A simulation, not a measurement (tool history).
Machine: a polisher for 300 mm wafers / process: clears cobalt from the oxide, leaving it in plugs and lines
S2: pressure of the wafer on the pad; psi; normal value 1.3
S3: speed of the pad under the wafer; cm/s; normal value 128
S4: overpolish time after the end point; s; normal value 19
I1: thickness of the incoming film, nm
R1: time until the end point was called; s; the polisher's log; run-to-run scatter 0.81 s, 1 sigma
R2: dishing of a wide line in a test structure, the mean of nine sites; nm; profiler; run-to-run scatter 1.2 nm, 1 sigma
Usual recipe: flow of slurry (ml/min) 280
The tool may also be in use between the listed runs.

run 1 hour=0 | flow_of_slurry_(ml/min)=280 S2=1.3 S3=128 S4=19 | I1=272.7 | R1=58.9 R2=53.5
run 2 hour=14.7 | flow_of_slurry_(ml/min)=280 S2=1.3 S3=128 S4=19 | I1=273.2 | R1=62 R2=51.7
run 3 hour=32.2 | flow_of_slurry_(ml/min)=280 S2=1.2 S3=128 S4=19 | I1=273.1 | R1=69.3 R2=50.1
run 4 hour=43.8 | flow_of_slurry_(ml/min)=280 S2=1.2 S3=128 S4=19 | I1=268 | R1=67.8 R2=47.5
run 5 hour=57.3 | flow_of_slurry_(ml/min)=280 S2=1.4 S3=128 S4=19 | I1=273.4 | R1=61.4 R2=53.9
run 6 hour=65.1 | flow_of_slurry_(ml/min)=280 S2=1.4 S3=128 S4=19 | I1=275.3 | R1=59.6 R2=54.3
run 7 hour=79 | flow_of_slurry_(ml/min)=280 S2=1.3 S3=146 S4=19 | I1=273 | R1=56.6 R2=53.7
-- hour=87.2 worn pad replaced by a new one
run 8 hour=87.9 | flow_of_slurry_(ml/min)=240 S2=1.3 S3=128 S4=19 | I1=272.5 | R1=58.7 R2=57
run 9 hour=105.1 | flow_of_slurry_(ml/min)=240 S2=1.3 S3=128 S4=19 | I1=269.6 | R1=60.6 R2=52
run 10 hour=115.8 | flow_of_slurry_(ml/min)=240 S2=1.3 S3=128 S4=19 | I1=268.1 | R1=61.5 R2=51
run 11 hour=123.1 | flow_of_slurry_(ml/min)=345 S2=1.3 S3=128 S4=19 | I1=272.2 | R1=61.3 R2=54.4
run 12 hour=131.8 | flow_of_slurry_(ml/min)=280 S2=1.3 S3=128 S4=27 | I1=263.8 | R1=62.1 R2=60.3
run 13 hour=146 | flow_of_slurry_(ml/min)=280 S2=1.3 S3=158 S4=22 | I1=271.8 | R1=52.7 R2=63.5
run 14 hour=156.1 | flow_of_slurry_(ml/min)=375 S2=1.3 S3=128 S4=9 | I1=275.5 | R1=63.8 R2=30.7
run 15 hour=162.5 | flow_of_slurry_(ml/min)=280 S2=1.3 S3=160 S4=23 | I1=271.6 | R1=52.6 R2=62.2
-- hour=176.6 worn pad replaced by a new one
run 16 hour=177.1 | flow_of_slurry_(ml/min)=280 S2=1.3 S3=128 S4=25 | I1=267.5 | R1=55.7 R2=62.7
-- hour=188.1 slurry nozzle cleaned
run 17 hour=196.5 | flow_of_slurry_(ml/min)=220 S2=1.7 S3=128 S4=27 | I1=269.8 | R1=47.3 R2=70.7
-- hour=211 head pressure recalibrated
run 18 hour=247.4 | flow_of_slurry_(ml/min)=280 S2=1.3 S3=128 S4=19 | I1=271 | R1=65.4 R2=49
run 19 hour=259.3 | flow_of_slurry_(ml/min)=210 S2=0.9 S3=128 S4=19 | I1=272.7 | R1=95.4 R2=40
-- hour=265.9 worn pad replaced by a new one
run 20 hour=268 | flow_of_slurry_(ml/min)=280 S2=0.8 S3=128 S4=25 | I1=270.4 | R1=90.9 R2=49.1
run 21 hour=280.1 | flow_of_slurry_(ml/min)=280 S2=1.3 S3=128 S4=19 | I1=269.6 | R1=57.7 R2=54.1
run 22 hour=299.3 | flow_of_slurry_(ml/min)=280 S2=1.3 S3=144 S4=25 | I1=271.5 | R1=54.2 R2=64.9

Subtracting, for every run, the result it would have given without the tool's unlogged condition from the measured result gives the following. The same run-to-run variation enters both numbers; the gauge's scatter may not:
What the log doesn't record here: removal rate lost through wear of the pad, %; slurry flow missing at the pad, %; deviation of the head's pressure from its setpoint, %.
run=1 R1=+2.7 R2=-1.5
run=2 R1=+5.1 R2=-2.7
run=3 R1=+7.4 R2=-3.7
run=4 R1=+7.9 R2=-3.8
run=5 R1=+7.6 R2=-4.3
run=6 R1=+7.6 R2=-4.4
run=7 R1=+7.4 R2=-4.4
run=8 R1=+0.9 R2=-0.5
run=9 R1=+4.1 R2=-2.3
run=10 R1=+5.6 R2=-3
run=11 R1=+6.2 R2=-3.5
run=12 R1=+6.8 R2=-3.4
run=13 R1=+6.4 R2=-4
run=14 R1=+8 R2=-3.4
run=15 R1=+6.7 R2=-4
run=16 R1=+0.6 R2=-0.4
run=17 R1=+3.4 R2=-2
run=18 R1=+8.1 R2=-4.1
run=19 R1=+12.2 R2=-4.1
run=20 R1=+0.8 R2=-0.3
run=21 R1=+2.8 R2=-1.6
run=22 R1=+4.6 R2=-2.7
